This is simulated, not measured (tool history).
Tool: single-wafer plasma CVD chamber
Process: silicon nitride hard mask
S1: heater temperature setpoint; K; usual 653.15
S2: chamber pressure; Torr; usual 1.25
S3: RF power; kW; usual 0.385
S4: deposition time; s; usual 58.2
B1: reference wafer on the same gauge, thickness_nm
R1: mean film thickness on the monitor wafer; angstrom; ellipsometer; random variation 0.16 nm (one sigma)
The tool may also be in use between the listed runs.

run 1 day=0 | S1=653.15 S2=1.25 S3=0.385 S4=58.2 | B1=86.103 | R1=728.7
run 2 day=1.604 | S1=653.15 S2=1.25 S3=0.385 S4=58.2 | B1=86.111 | R1=732.02
run 3 day=5.067 | S1=653.15 S2=1.25 S3=0.385 S4=58.2 | B1=86.111 | R1=729.61
run 4 day=9.3 | S1=653.15 S2=1.25 S3=0.385 S4=58.2 | B1=86.049 | R1=727.86
run 5 day=11.042 | S1=653.15 S2=1.25 S3=0.385 S4=58.2 | B1=86.088 | R1=728.03
run 6 day=14.475 | S1=653.15 S2=1.25 S3=0.385 S4=58.2 | B1=86.091 | R1=726.27
run 7 day=18.958 | S1=653.15 S2=1.25 S3=0.385 S4=58.2 | B1=86.118 | R1=728.61
-- day=20.2 capacitance manometer re-zeroed and calibrated
run 8 day=23.283 | S1=653.15 S2=1.25 S3=0.385 S4=64.9 | B1=86.103 | R1=800.83
run 9 day=25.462 | S1=653.15 S2=1.25 S3=0.385 S4=58.2 | B1=86.106 | R1=717.67
-- day=26.038 gauge calibrated
-- day=29.579 RF generator calibrated
run 10 day=29.6 | S1=653.15 S2=1.25 S3=0.385 S4=58.2 | B1=86.133 | R1=732.98
run 11 day=32.267 | S1=647.15 S2=1.04 S3=0.385 S4=62.8 | B1=86.075 | R1=753.41
run 12 day=34.029 | S1=657.15 S2=1.15 S3=0.435 S4=53.4 | B1=86.111 | R1=698.4
run 13 day=35.896 | S1=653.15 S2=1.25 S3=0.385 S4=58.2 | B1=86.068 | R1=732.71
-- day=38.021 thermocouple changed; heater temperature recalibrated
run 14 day=38.583 | S1=657.15 S2=0.99 S3=0.455 S4=54.2 | B1=86.067 | R1=694.8
-- day=40.092 showerhead replaced
run 15 day=41.346 | S1=653.15 S2=1.25 S3=0.385 S4=63.4 | B1=86.083 | R1=794.88
run 16 day=43.979 | S1=653.15 S2=1.43 S3=0.385 S4=58.2 | B1=86.057 | R1=752.77
run 17 day=48.275 | S1=653.15 S2=1.43 S3=0.385 S4=58.2 | B1=86.062 | R1=754.88
run 18 day=51.25 | S1=643.15 S2=1.05 S3=0.385 S4=51.4 | B1=86.069 | R1=618.06

Measured less the same run without the tool's hidden state. The same run-to-run variation is in both; the gauge's scatter may not be:
The hidden state here: wafer temperature above the value expected at the setpoint (K); delivered RF power above the setpoint (%); true pressure above the setpoint (%); gauge reads high (%).
run=1 R1=-0.05
run=2 R1=-0.22
run=3 R1=-0.57
run=4 R1=-1.01
run=5 R1=-1.2
run=6 R1=-1.56
run=7 R1=-2.04
run=8 R1=-13.63
run=9 R1=-12.43
run=10 R1=+1.84
run=11 R1=+1.98
run=12 R1=+1.56
run=13 R1=+1.23
run=14 R1=+1.62
run=15 R1=+0.76
run=16 R1=+0.19
run=17 R1=-0.28
run=18 R1=+0.25
